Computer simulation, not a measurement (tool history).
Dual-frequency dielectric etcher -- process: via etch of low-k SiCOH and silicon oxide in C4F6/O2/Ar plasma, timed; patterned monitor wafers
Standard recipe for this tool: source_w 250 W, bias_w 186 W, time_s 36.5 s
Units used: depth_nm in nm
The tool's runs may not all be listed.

run	day	source_w	bias_w	time_s	read-back reference wafer on the same gauge, depth_nm	depth_nm
1	0	250	186	36.5	69.5	82.5
2	0.338	250	186	36.5	69.5	82.5
3	0.938	250	186	36.5	69.5	82.6
4	1.367	250	186	36.5	69.5	82.4
5	1.633	250	186	36.5	69.5	82.5
# day 2.071: bias power generator calibrated
6	2.254	250	186	36.5	69.5	82.7
7	2.917	250	186	36.5	69.5	82.3
8	3.217	250	186	36.5	69.5	82.4
9	3.467	250	186	36.5	69.5	82.8
# day 3.558: gauge calibrated
10	4.171	250	186	36.5	69.5	82.7
# day 5.429: source power generator calibrated
# day 5.479: wet clean of the chamber
# day 6.342: upper electrode replaced
11	6.362	270	186	32.5	69.5	74
12	6.379	270	186	32.5	69.5	73.9
13	6.392	270	186	30.5	69.5	69.3
14	6.404	220	201	45	69.5	102.1
15	6.921	250	186	36.5	69.5	81.8
16	7.379	250	186	36.5	69.5	81.6
17	7.692	230	215	41.5	69.5	98.3
18	8.029	250	186	36.5	69.5	81.5
19	8.3	300	227	45.5	69.5	116.9
20	8.842	200	186	44.5	69.5	95.4
21	9.479	200	168	27.5	69.5	55.9
22	9.742	220	145	40	69.5	76.2
23	10.238	250	186	36.5	69.5	81.9
24	10.95	250	186	36.5	69.5	81.9
25	11.262	300	171	36.5	69.5	81.4
26	11.904	270	217	36.5	69.5	90.4
# day 11.917: gauge calibrated
27	12.221	250	141	46.5	69.5	89.7
28	13.942	290	140	32	69.5	63.6
29	14.583	200	219	28.5	69.5	66.8
30	14.954	250	186	31.5	69.5	71.1
31	15.338	250	186	36.5	69.5	82.2

Measured less the same run without the tool's hidden state. The same run-to-run variation is in both; the gauge's scatter may not be:
Hidden conditions of the tool in this case: etch rate over this chamber's usual, %; source power that arrives over what is set, %; bias power that arrives over what is set, %; gauge reads high (%).
run	depth_nm
1	+0.7
2	+0.8
3	+0.8
4	+0.8
5	+0.9
6	+0.9
7	+0.9
8	+1
9	+1
10	+1.1
11	+0
12	+0
13	+0
14	+0
15	+0.1
16	+0
17	+0.1
18	+0.1
19	+0.2
20	+0.2
21	+0.2
22	+0.2
23	+0.3
24	+0.3
25	+0.4
26	+0.4
27	+0.5
28	+0.4
29	+0.5
30	+0.6
31	+0.7
